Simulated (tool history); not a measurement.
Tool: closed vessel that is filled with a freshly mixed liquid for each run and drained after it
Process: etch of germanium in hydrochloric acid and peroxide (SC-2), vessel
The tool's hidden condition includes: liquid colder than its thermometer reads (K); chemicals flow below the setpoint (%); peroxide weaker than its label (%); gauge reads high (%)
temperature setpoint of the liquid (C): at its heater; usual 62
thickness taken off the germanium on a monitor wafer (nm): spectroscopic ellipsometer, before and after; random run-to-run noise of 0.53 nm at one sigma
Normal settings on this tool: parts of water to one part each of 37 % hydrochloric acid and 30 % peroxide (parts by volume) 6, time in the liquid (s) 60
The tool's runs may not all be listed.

| run | hour | temperature setpoint of the liquid (C) | parts of water to one part each of 37 % hydrochloric acid and 30 % peroxide (parts by volume) | time in the liquid (s) | wafers since the last listed run | hours since the thermometer was replaced | hours since the chemicals flow meter was replaced | hours since the drum of peroxide was connected | hours since the gauge calibration | read-back film thickness of the germanium reference wafer, read on the same gauge (nm) | thickness taken off the germanium on a monitor wafer (nm) |
|---|---|---|---|---|---|---|---|---|---|---|---|
| 1 | 0 | 62 | 6 | 60 | 0 | 1803.8 | 1765.4 | 179.6 | 343.1 | 119.99 | 145.62 |
| 2 | 15.9 | 62 | 6 | 60 | 2051 | 1819.7 | 1781.3 | 195.5 | 359 | 120 | 145.66 |
|  | 17 | gauge calibrated |
| 3 | 46.6 | 62 | 6 | 60 | 3961 | 1850.4 | 1812 | 226.2 | 29.6 | 120.02 | 145.63 |
| 4 | 76 | 62 | 6 | 60 | 3794 | 1879.8 | 1841.4 | 255.6 | 59 | 120.05 | 145.07 |
| 5 | 101 | 62 | 6 | 60 | 3226 | 1904.8 | 1866.4 | 280.6 | 84 | 120.03 | 145.2 |
| 6 | 115.5 | 55.5 | 6 | 60 | 1871 | 1919.3 | 1880.9 | 295.1 | 98.5 | 119.98 | 118.82 |
| 7 | 140 | 55.5 | 6 | 60 | 3161 | 1943.8 | 1905.4 | 319.6 | 123 | 119.99 | 118.41 |
| 8 | 173.6 | 62 | 7.5 | 60 | 4336 | 1977.4 | 1939 | 353.2 | 156.6 | 119.98 | 143.51 |
|  | 187.5 | chemicals flow meter replaced |
|  | 194.4 | thermometer replaced |
| 9 | 209 | 62 | 6 | 60 | 4310 | 14.6 | 21.5 | 388.6 | 192 | 120.01 | 154.03 |
| 10 | 240.9 | 62 | 6 | 35 | 4116 | 46.5 | 53.4 | 420.5 | 223.9 | 120.01 | 90.38 |
|  | 264 | new drum of peroxide connected |
| 11 | 264.4 | 62 | 7.5 | 60 | 2903 | 70 | 76.9 | 0.4 | 247.4 | 120.02 | 151.28 |
| 12 | 297.3 | 62 | 8.5 | 60 | 4245 | 102.9 | 109.8 | 33.3 | 280.3 | 119.99 | 150.51 |
| 13 | 320.3 | 62 | 6 | 60 | 2968 | 125.9 | 132.8 | 56.3 | 303.3 | 120.01 | 154.32 |
| 14 | 338.1 | 62 | 4.5 | 70 | 2297 | 143.7 | 150.6 | 74.1 | 321.1 | 120 | 182.37 |
| 15 | 353.6 | 69 | 4.5 | 80 | 2000 | 159.2 | 166.1 | 89.6 | 336.6 | 119.99 | 255.03 |
| 16 | 366 | 53 | 4 | 30 | 1600 | 171.6 | 178.5 | 102 | 349 | 119.99 | 58.95 |
| 17 | 396.1 | 64.5 | 6 | 60 | 3884 | 201.7 | 208.6 | 132.1 | 379.1 | 119.99 | 166.37 |
|  | 405 | gauge calibrated |
| 18 | 461.2 | 58.5 | 6 | 60 | 8401 | 266.8 | 273.7 | 197.2 | 56.2 | 119.98 | 138.63 |
| 19 | 494.5 | 62 | 6 | 60 | 4297 | 300.1 | 307 | 230.5 | 89.5 | 119.98 | 153.9 |
| 20 | 514.5 | 62 | 4 | 85 | 2581 | 320.1 | 327 | 250.5 | 109.5 | 119.97 | 220.32 |
| 21 | 534.5 | 56.5 | 8 | 60 | 2581 | 340.1 | 347 | 270.5 | 129.5 | 120.02 | 127.07 |

Each row is a separate what-if for the run after 21, all from the same tool condition, not one after another. Results?
| A | 535.2 | 62 | 6 | 80 | 90 | 340.8 | 347.7 | 271.2 | 130.2 | ? | ? |
| B | 535.2 | 66.5 | 7 | 60 | 90 | 340.8 | 347.7 | 271.2 | 130.2 | ? | ? |
| C | 535.2 | 66 | 6 | 60 | 90 | 340.8 | 347.7 | 271.2 | 130.2 | ? | ? |
| D | 535.2 | 69 | 4 | 45 | 90 | 340.8 | 347.7 | 271.2 | 130.2 | ? | ? |

| run | read-back film thickness of the germanium reference wafer, read on the same gauge (nm) | thickness taken off the germanium on a monitor wafer (nm) |
|---|---|---|
| A | 120 | 202.94 |
| B | 120 | 171.95 |
| C | 120 | 171.14 |
| D | 120 | 142.04 |
With the hidden condition removed and each run's random variation left untouched, the same runs would have given:
| run | thickness taken off the germanium on a monitor wafer (nm) |
|---|---|
| A | 205.55 |
| B | 174.08 |
| C | 173.28 |
| D | 143.81 |
